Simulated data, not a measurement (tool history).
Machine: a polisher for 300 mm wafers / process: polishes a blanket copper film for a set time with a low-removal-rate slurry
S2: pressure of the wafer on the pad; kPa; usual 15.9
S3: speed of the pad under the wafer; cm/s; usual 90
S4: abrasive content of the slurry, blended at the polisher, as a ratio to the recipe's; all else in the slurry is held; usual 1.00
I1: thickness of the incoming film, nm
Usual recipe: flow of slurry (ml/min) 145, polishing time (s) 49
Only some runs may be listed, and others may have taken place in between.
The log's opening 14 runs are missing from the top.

-- hour=584.7 slurry blender recalibrated
run 15 hour=643.5 | flow_of_slurry_(ml/min)=145 S2=15.9 S3=90 S4=1.00 polishing_time_(s)=49 | I1=786.4 | film_removed_(Å)=1093
-- hour=659.5 worn pad replaced by a new one
run 16 hour=693.1 | flow_of_slurry_(ml/min)=145 S2=13.8 S3=90 S4=1.10 polishing_time_(s)=49 | I1=771.3 | film_removed_(Å)=957
run 17 hour=728.4 | flow_of_slurry_(ml/min)=145 S2=15.9 S3=90 S4=1.00 polishing_time_(s)=49 | I1=785.9 | film_removed_(Å)=1081
run 18 hour=778.0 | flow_of_slurry_(ml/min)=145 S2=15.9 S3=90 S4=1.00 polishing_time_(s)=49 | I1=778.0 | film_removed_(Å)=1078
run 19 hour=844.1 | flow_of_slurry_(ml/min)=145 S2=20.7 S3=90 S4=0.70 polishing_time_(s)=43 | I1=782.0 | film_removed_(Å)=1144
run 20 hour=873.3 | flow_of_slurry_(ml/min)=115 S2=10.3 S3=90 S4=1.00 polishing_time_(s)=49 | I1=789.1 | film_removed_(Å)=670
run 21 hour=938.5 | flow_of_slurry_(ml/min)=145 S2=15.9 S3=90 S4=1.00 polishing_time_(s)=49 | I1=789.6 | film_removed_(Å)=1075
-- hour=975.4 slurry nozzle cleaned
run 22 hour=976.2 | flow_of_slurry_(ml/min)=145 S2=20.0 S3=90 S4=1.10 polishing_time_(s)=62 | I1=776.7 | film_removed_(Å)=1764
run 23 hour=1021.3 | flow_of_slurry_(ml/min)=120 S2=20.7 S3=80 S4=1.00 polishing_time_(s)=64 | I1=787.9 | film_removed_(Å)=1632
-- hour=1039.6 slurry blender recalibrated
run 24 hour=1078.3 | flow_of_slurry_(ml/min)=170 S2=15.9 S3=90 S4=1.00 polishing_time_(s)=49 | I1=792.6 | film_removed_(Å)=1109
run 25 hour=1103.3 | flow_of_slurry_(ml/min)=125 S2=15.9 S3=116 S4=1.00 polishing_time_(s)=49 | I1=784.0 | film_removed_(Å)=1259
-- hour=1154.7 worn pad replaced by a new one
run 26 hour=1167.4 | flow_of_slurry_(ml/min)=100 S2=15.9 S3=90 S4=0.75 polishing_time_(s)=61 | I1=767.3 | film_removed_(Å)=1162
run 27 hour=1239.3 | flow_of_slurry_(ml/min)=145 S2=15.9 S3=90 S4=1.00 polishing_time_(s)=49 | I1=779.0 | film_removed_(Å)=1086
run 28 hour=1299.2 | flow_of_slurry_(ml/min)=145 S2=15.9 S3=90 S4=1.00 polishing_time_(s)=49 | I1=771.2 | film_removed_(Å)=1086
run 29 hour=1339.4 | flow_of_slurry_(ml/min)=190 S2=11.7 S3=90 S4=1.25 polishing_time_(s)=58 | I1=782.2 | film_removed_(Å)=1021
run 30 hour=1397.5 | flow_of_slurry_(ml/min)=115 S2=20.7 S3=76 S4=1.00 polishing_time_(s)=34 | I1=780.4 | film_removed_(Å)=826
-- hour=1420.6 slurry nozzle cleaned
run 31 hour=1463.8 | flow_of_slurry_(ml/min)=145 S2=15.9 S3=104 S4=1.10 polishing_time_(s)=49 | I1=781.5 | film_removed_(Å)=1217

Alternative continuations, all from the tool just after run 31; predict every row:
run A hour=1464.2 | flow_of_slurry_(ml/min)=145 S2=15.9 S3=98 S4=1.00 polishing_time_(s)=49 | I1=785.3 | film_removed_(Å)=?
run B hour=1464.2 | flow_of_slurry_(ml/min)=145 S2=15.9 S3=114 S4=1.00 polishing_time_(s)=37 | I1=785.3 | film_removed_(Å)=?
run C hour=1464.2 | flow_of_slurry_(ml/min)=125 S2=11.7 S3=90 S4=1.00 polishing_time_(s)=49 | I1=785.3 | film_removed_(Å)=?

run=A film_removed_(Å)=1154
run=B film_removed_(Å)=973
run=C film_removed_(Å)=778
Take away the tool's hidden state, keep each run's random variation, and the runs would have read:
run=A film_removed_(Å)=1154
run=B film_removed_(Å)=973
run=C film_removed_(Å)=778
